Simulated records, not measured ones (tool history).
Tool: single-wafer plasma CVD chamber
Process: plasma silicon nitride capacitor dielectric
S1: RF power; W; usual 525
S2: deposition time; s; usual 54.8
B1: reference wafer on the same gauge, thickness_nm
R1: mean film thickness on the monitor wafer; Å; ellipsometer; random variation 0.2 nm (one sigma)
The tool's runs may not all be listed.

run	hour	S1	S2	B1	R1
1	0.0	580	62.3	92.704	923.44
2	14.4	525	54.8	92.745	768.15
3	26.3	525	54.8	92.728	769.46
4	37.2	525	54.8	92.678	768.34
5	50.5	585	54.8	92.682	816.42
6	65.0	525	54.8	92.677	767.49
7	76.0	525	47.3	92.712	664.46
8	87.2	525	47.3	92.697	664.52
9	98.4	525	54.8	92.743	769.10
10	108.2	525	50.3	92.708	708.91
11	122.4	525	50.3	92.696	707.84
# hour 136.9: RF generator calibrated
12	138.9	485	54.8	92.735	769.97
13	145.1	485	54.8	92.715	766.40
14	154.8	485	54.8	92.690	764.02
15	166.3	525	54.8	92.676	798.48
16	177.1	525	54.8	92.717	798.42
17	185.0	495	48.4	92.686	682.97
18	202.3	435	60.2	92.706	790.30
19	210.1	525	64.7	92.678	940.27
20	222.5	525	54.8	92.688	792.16
21	240.4	525	58.0	92.688	837.13
22	247.5	595	61.2	92.686	939.76
23	273.4	525	49.2	92.698	712.12
# hour 283.3: gauge calibrated
24	284.8	475	47.5	92.703	652.08
# hour 294.6: showerhead replaced, of another model than before
25	299.9	525	54.8	92.698	777.94
26	310.1	630	62.1	92.671	1015.79
27	322.9	525	54.8	92.671	776.04
28	336.2	575	61.9	92.681	942.64
29	350.9	525	61.0	92.699	862.40
30	364.0	550	65.5	92.701	963.32
31	379.5	475	54.8	92.694	694.77
32	391.9	525	58.0	92.707	816.05
33	398.6	525	54.8	92.681	768.26

The tool's hidden state at each run:
gauge reads high (%): 0 in every run
H1: delivered RF power above the setpoint (%)
run	H1
1	-7.76
2	-7.78
3	-7.8
4	-7.82
5	-7.84
6	-7.86
7	-7.88
8	-7.89
9	-7.91
10	-7.92
11	-7.94
12	-1.01
13	-1.12
14	-1.28
15	-1.48
16	-1.66
17	-1.79
18	-2.06
19	-2.18
20	-2.37
21	-2.63
22	-2.73
23	-3.09
24	-3.24
25	-3.43
26	-3.56
27	-3.71
28	-3.87
29	-4.04
30	-4.19
31	-4.35
32	-4.49
33	-4.55
